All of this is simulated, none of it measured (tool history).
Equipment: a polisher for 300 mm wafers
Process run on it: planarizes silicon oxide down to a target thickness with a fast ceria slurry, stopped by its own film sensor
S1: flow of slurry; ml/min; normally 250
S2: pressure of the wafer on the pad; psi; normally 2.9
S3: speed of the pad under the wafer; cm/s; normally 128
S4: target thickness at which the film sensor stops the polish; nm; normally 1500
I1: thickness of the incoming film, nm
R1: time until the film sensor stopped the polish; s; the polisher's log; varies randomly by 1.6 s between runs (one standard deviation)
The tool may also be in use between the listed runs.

run,day,S1,S2,S3,S4,I1,R1
1,0.000,250,2.9,128,1500,3285.5,109.1
2,0.696,200,2.9,128,1500,3257.0,110.9
# day 1.246: worn pad replaced by a new one
3,1.996,250,2.9,144,1500,3252.3,87.2
4,2.612,250,2.9,144,1500,3273.0,93.0
5,3.946,250,2.9,144,1500,3332.8,100.1
6,5.038,250,2.9,128,1500,3218.0,103.8
7,5.671,250,2.3,128,1500,3316.7,141.9
# day 6.117: slurry nozzle cleaned
# day 6.704: worn pad replaced by a new one
8,7.088,250,2.9,128,1500,3232.8,92.2
9,7.900,250,2.9,128,1500,3313.2,104.2
10,8.638,250,2.9,128,1699,3327.4,97.0
11,10.746,250,2.9,128,1699,3349.4,99.1
12,11.271,250,2.9,128,1500,3350.8,110.6
# day 11.950: worn pad replaced by a new one
13,12.196,250,2.9,128,1626,3294.4,91.7
# day 13.446: head pressure recalibrated
14,13.525,250,2.9,128,1626,3282.5,94.3
15,14.938,310,2.9,104,1500,3301.0,125.7
16,16.192,190,2.9,88,1500,3252.3,159.0
17,16.950,250,2.9,160,1806,3267.0,71.1
18,17.638,250,2.6,92,907,3296.0,219.9
# day 18.625: worn pad replaced by a new one
19,18.758,325,3.8,160,1752,3292.1,48.8
20,20.217,250,2.9,128,1500,3314.7,109.1
# day 21.238: slurry nozzle cleaned
21,21.625,250,2.9,128,1500,3354.9,110.4
22,22.508,250,2.3,90,2054,3286.3,131.3
23,23.538,250,2.9,128,1500,3342.9,109.7
24,24.571,250,2.6,92,907,3309.0,233.7
# day 25.004: worn pad replaced by a new one
25,26.012,250,2.9,128,1500,3234.9,94.7
26,27.329,250,3.5,148,1500,3273.3,75.5
27,28.746,250,2.9,128,1126,3260.5,126.4
# day 30.133: worn pad replaced by a new one
28,30.154,250,2.9,128,1500,3320.6,99.2

Consider 3 possible next runs. They are alternatives, not a sequence: every one starts from the tool as it was left by run 28. What does each give?
A,30.171,250,2.9,128,1500,3312.9,?
B,30.171,250,2.9,128,905,3312.9,?
C,30.171,210,3.5,128,1500,3312.9,?

run,R1
A,100.8
B,133.9
C,85.4
The same runs, with their run-to-run variation unchanged, on a tool lacking any hidden condition would have given:
run,R1
A,100.0
B,132.8
C,84.8

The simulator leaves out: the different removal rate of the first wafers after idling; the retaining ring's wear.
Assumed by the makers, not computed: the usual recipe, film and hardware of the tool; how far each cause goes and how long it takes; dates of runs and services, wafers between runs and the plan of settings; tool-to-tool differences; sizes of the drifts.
